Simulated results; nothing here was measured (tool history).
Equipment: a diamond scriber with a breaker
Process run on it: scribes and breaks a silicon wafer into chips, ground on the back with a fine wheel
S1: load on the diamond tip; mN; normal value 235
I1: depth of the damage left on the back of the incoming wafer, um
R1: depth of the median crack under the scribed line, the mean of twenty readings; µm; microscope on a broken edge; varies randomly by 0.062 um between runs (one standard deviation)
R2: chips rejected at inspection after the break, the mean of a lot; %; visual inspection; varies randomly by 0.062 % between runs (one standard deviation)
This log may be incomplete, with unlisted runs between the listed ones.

run     day   S1    I1     R1    R2
  1       0  235  2.77  13.64  1.59
  2   0.346  235  1.92  13.66  1.16
  3    0.65  191   2.6  12.21  3.69
  4   1.183  235  1.85  13.65  1.26
  5   1.696  235  1.84  13.56  1.23
  6   2.071  253  1.51  13.97  1.11
  7   2.654  218  1.72  12.91  1.76
      2.971  -- diamond tip replaced by a new one
  8   3.229  218  2.49  13.73  1.53
  9   3.738  218  2.66  13.51  1.53
 10   4.038  186  1.95  12.57   2.5
 11   4.667  276  1.61   15.5  3.06
 12   4.967  276  1.61  15.38  3.18
 13   5.462  276  1.75  15.37  3.13
 14   5.738  235  2.53  14.23  1.58
 15   6.025  235  2.94  14.15  1.87
 16   6.392  235  2.15  14.09  1.33
 17   6.692  235  1.94  14.09  1.16
 18   6.942  201  2.02  12.97  1.53
 19   7.454  300  2.31  15.95  5.02
 20    7.95  295  2.34  15.73  4.33
 21   8.612  235  2.75  13.96  1.69
 22   9.362  260  2.89  14.66  2.32
 23   9.958  235  2.98  13.84  1.77
 24  10.596  212  2.45  12.92  1.91
 25  12.021  256  2.08  14.14  1.28
 26  12.367  183  2.16  11.82  4.62
     12.817  -- diamond tip replaced by a new one
 27  12.838  235  2.84  14.38  1.97
     13.404  -- load on the tip recalibrated
 28  13.575  214  1.94  12.96  1.74
 29  14.975  265  2.17  14.37  1.63
 30  15.471  217  1.56  12.93  1.57
 31  15.875  235  2.15   13.5  1.37
 32  16.279  298  1.52   15.3  3.05
 33  16.675  187  2.63  11.98  4.59
 34  16.962  257   2.9  14.02   1.8
 35    17.4  235  2.51  13.35  1.46
 36  18.092  175   2.5  11.44   6.4
 37  18.771  258     2  13.92  1.24
 38  19.042  302  1.79  15.06  2.75
 39  19.704  275  1.91  14.28  1.36
 40  20.396  272  1.93  14.06  1.36
 41  20.983  190  2.82  11.69   6.4
 42  21.279  177  2.44  11.17  7.92

What if the next run were any one of these 4? Each begins from the tool's condition after run 42:
  A  21.3  294  2.29   ?   ?
  B  21.3  195  2.29   ?   ?
  C  21.3  287  2.29   ?   ?
  D  21.3  170  2.29   ?   ?

run     R1    R2
  A  14.46  1.82
  B  11.69  5.31
  C  14.27  1.63
  D  10.94  9.13
With no hidden state in the tool, these same runs would have given:
run     R1    R2
  A  15.38  3.43
  B  12.43  2.87
  C  15.18  2.99
  D  11.63  5.55
